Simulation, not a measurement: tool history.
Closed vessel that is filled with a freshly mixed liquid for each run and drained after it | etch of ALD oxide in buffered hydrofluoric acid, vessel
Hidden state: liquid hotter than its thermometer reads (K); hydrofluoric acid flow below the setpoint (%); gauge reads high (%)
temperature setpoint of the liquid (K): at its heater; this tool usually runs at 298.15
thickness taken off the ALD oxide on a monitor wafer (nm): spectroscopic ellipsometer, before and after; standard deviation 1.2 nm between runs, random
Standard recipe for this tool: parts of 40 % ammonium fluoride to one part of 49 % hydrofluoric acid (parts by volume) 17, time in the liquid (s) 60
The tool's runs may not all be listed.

run    hour  temperature setpoint of the liquid (K)  parts of 40 % ammonium fluoride to one part of 49 % hydrofluoric acid (parts by volume)  time in the liquid (s)  wafers since the last listed run  hours since the thermometer was replaced  hours since the hydrofluoric acid flow meter was replaced  hours since the gauge calibration  read-back film thickness of the ALD oxide reference wafer, read on the same gauge (nm)  thickness taken off the ALD oxide on a monitor wafer (nm)
  1       0                                  298.15                                                                                       12                      60                                 0                                     591.2                                                      878.2                             1109.2                                                                                   50.02                                                     190.86
  2    59.1                                  298.15                                                                                       12                      60                              5154                                     650.3                                                      937.3                             1168.3                                                                                      50                                                     191.41
      118.4  -- hydrofluoric acid flow meter replaced
  3   120.2                                  298.15                                                                                       17                      60                              5241                                     711.4                                                        1.8                             1229.4                                                                                   50.01                                                      146.4
  4   197.5                                  298.15                                                                                       17                      60                              6741                                     788.7                                                       79.1                             1306.7                                                                                   49.99                                                     145.23
  5   263.8                                  298.15                                                                                       17                      60                              5782                                       855                                                      145.4                               1373                                                                                   50.02                                                      145.2
  6   322.8                                  294.65                                                                                       17                      60                              5145                                       914                                                      204.4                               1432                                                                                   50.01                                                     120.24
  7   514.7                                  298.15                                                                                       17                      60                             16735                                    1105.9                                                      396.3                             1623.9                                                                                   49.98                                                     141.88
      533.5  -- thermometer replaced
      588.4  -- gauge calibrated
  8   604.4                                  298.15                                                                                       17                      60                              7735                                      70.9                                                        486                                 16                                                                                   50.02                                                     139.56
  9   777.1                                  298.15                                                                                       17                      60                             15061                                     243.6                                                      658.7                              188.7                                                                                   49.99                                                     138.61
 10   814.9                                  298.15                                                                                       17                      60                              3296                                     281.4                                                      696.5                              226.5                                                                                   50.02                                                     139.64
 11   876.5                                  298.15                                                                                       17                      70                              5372                                       343                                                      758.1                              288.1                                                                                      50                                                     160.72
 12   945.4                                  302.15                                                                                       17                      40                              6008                                     411.9                                                        827                                357                                                                                   49.98                                                     111.13
 13  1014.8                                  293.65                                                                                     14.5                      70                              6052                                     481.3                                                      896.4                              426.4                                                                                   49.98                                                     144.17
 14  1098.6                                  302.15                                                                                       12                      85                              7308                                     565.1                                                      980.2                              510.2                                                                                   50.02                                                     336.38
 15  1139.2                                  298.15                                                                                       17                      85                              3540                                     605.7                                                     1020.8                              550.8                                                                                   49.99                                                     191.09
     1159.3  -- hydrofluoric acid flow meter replaced
 16  1194.6                                  296.65                                                                                       12                      40                              4744                                     661.1                                                       35.3                              606.2                                                                                   50.01                                                     126.26
 17  1265.6                                  298.15                                                                                       17                      60                              6191                                     732.1                                                      106.3                              677.2                                                                                   49.99                                                     142.62
 18  1353.9                                  298.15                                                                                       17                      60                              7700                                     820.4                                                      194.6                              765.5                                                                                   49.97                                                     144.18
 19  1431.7                                  298.15                                                                                       17                      60                              6784                                     898.2                                                      272.4                              843.3                                                                                      50                                                     142.64
 20  1524.9                                  294.15                                                                                       15                      90                              8128                                     991.4                                                      365.6                              936.5                                                                                   50.03                                                     194.14
 21  1568.5                                  298.15                                                                                       17                      60                              3802                                      1035                                                      409.2                              980.1                                                                                      50                                                     140.21
 22  1620.8                                  294.65                                                                                       17                      95                              4561                                    1087.3                                                      461.5                             1032.4                                                                                   49.96                                                     182.21
 23  1660.5                                  294.15                                                                                     11.5                      60                              3462                                      1127                                                      501.2                             1072.1                                                                                      50                                                     162.64

Each row is a separate what-if for the run after 23, all from the same tool condition, not one after another. Results?
  A  1661.2                                  298.15                                                                                       17                      60                                61                                    1127.7                                                      501.9                             1072.8                                                                                       ?                                                          ?
  B  1661.2                                  302.65                                                                                     10.5                      90                                61                                    1127.7                                                      501.9                             1072.8                                                                                       ?                                                          ?
  C  1661.2                                  298.15                                                                                     14.5                      80                                61                                    1127.7                                                      501.9                             1072.8                                                                                       ?                                                          ?
  D  1661.2                                  298.15                                                                                       17                      90                                61                                    1127.7                                                      501.9                             1072.8                                                                                       ?                                                          ?

run  read-back film thickness of the ALD oxide reference wafer, read on the same gauge (nm)  thickness taken off the ALD oxide on a monitor wafer (nm)
  A                                                                                   50.03                                                     140.33
  B                                                                                   50.03                                                      429.3
  C                                                                                   50.03                                                     218.79
  D                                                                                   50.03                                                      210.5
Take away the tool's hidden state, keep each run's random variation, and the runs would have read:
run  thickness taken off the ALD oxide on a monitor wafer (nm)
  A                                                     146.39
  B                                                     447.62
  C                                                     228.23
  D                                                     219.59
